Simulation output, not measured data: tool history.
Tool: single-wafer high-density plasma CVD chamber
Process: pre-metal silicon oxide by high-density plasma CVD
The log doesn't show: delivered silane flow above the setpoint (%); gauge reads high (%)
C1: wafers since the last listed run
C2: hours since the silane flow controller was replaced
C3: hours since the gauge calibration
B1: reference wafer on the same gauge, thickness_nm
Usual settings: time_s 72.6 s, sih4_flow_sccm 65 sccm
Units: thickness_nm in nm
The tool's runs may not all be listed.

Run 1, day 0.000: usual settings; C1 0; C2 4359.3; C3 235.3; B1 510.638. Result: thickness_nm 506.035 nm.
Run 2, day 0.688: usual settings; C1 270; C2 4375.8; C3 251.8; B1 511.445. Result: thickness_nm 507.545 nm.
Run 3, day 2.133: usual settings; C1 569; C2 4410.5; C3 286.5; B1 511.267. Result: thickness_nm 505.503 nm.
Run 4, day 3.512: usual settings; C1 543; C2 4443.6; C3 319.6; B1 511.237. Result: thickness_nm 507.236 nm.
Run 5, day 4.983: usual settings; C1 579; C2 4478.9; C3 354.9; B1 511.118. Result: thickness_nm 506.389 nm.
Run 6, day 6.312: usual settings; C1 523; C2 4510.8; C3 386.8; B1 511.476. Result: thickness_nm 507.601 nm.
At day 7.062: silane flow controller replaced.
At day 7.408: gauge calibrated.
Run 7, day 7.754: usual settings but time_s 78.4 s; C1 436; C2 16.6; C3 8.3; B1 510.616. Result: thickness_nm 513.085 nm.
Run 8, day 8.808: usual settings; C1 415; C2 41.9; C3 33.6; B1 511.165. Result: thickness_nm 473.257 nm.
Run 9, day 9.675: usual settings but time_s 64.2 s, sih4_flow_sccm 73 sccm; C1 341; C2 62.7; C3 54.4; B1 510.914. Result: thickness_nm 471.012 nm.
Run 10, day 10.962: usual settings but time_s 77.3 s, sih4_flow_sccm 71 sccm; C1 507; C2 93.6; C3 85.3; B1 511.573. Result: thickness_nm 551.264 nm.
Run 11, day 11.804: usual settings but time_s 63.2 s, sih4_flow_sccm 57 sccm; C1 331; C2 113.8; C3 105.5; B1 511.046. Result: thickness_nm 361.649 nm.
Run 12, day 13.238: usual settings but time_s 83.5 s, sih4_flow_sccm 78 sccm; C1 564; C2 148.2; C3 139.9; B1 511.042. Result: thickness_nm 654.342 nm.
Run 13, day 14.233: usual settings but time_s 77.5 s; C1 392; C2 172.1; C3 163.8; B1 510.577. Result: thickness_nm 506.314 nm.
Run 14, day 15.238: usual settings; C1 395; C2 196.2; C3 187.9; B1 511.458. Result: thickness_nm 475.040 nm.
Run 15, day 16.583: usual settings; C1 530; C2 228.5; C3 220.2; B1 510.958. Result: thickness_nm 476.073 nm.

Hidden state at the last listed run before each entry between runs and at the first one after, where it differs:
Between runs 6 and 7: silane flow controller replaced (day 7.062); gauge calibrated (day 7.408)
  delivered silane flow above the setpoint (%): 6.49 -> -0.454
  measured less the result without the state, thickness_nm: +30.940 -> -2.340 nm
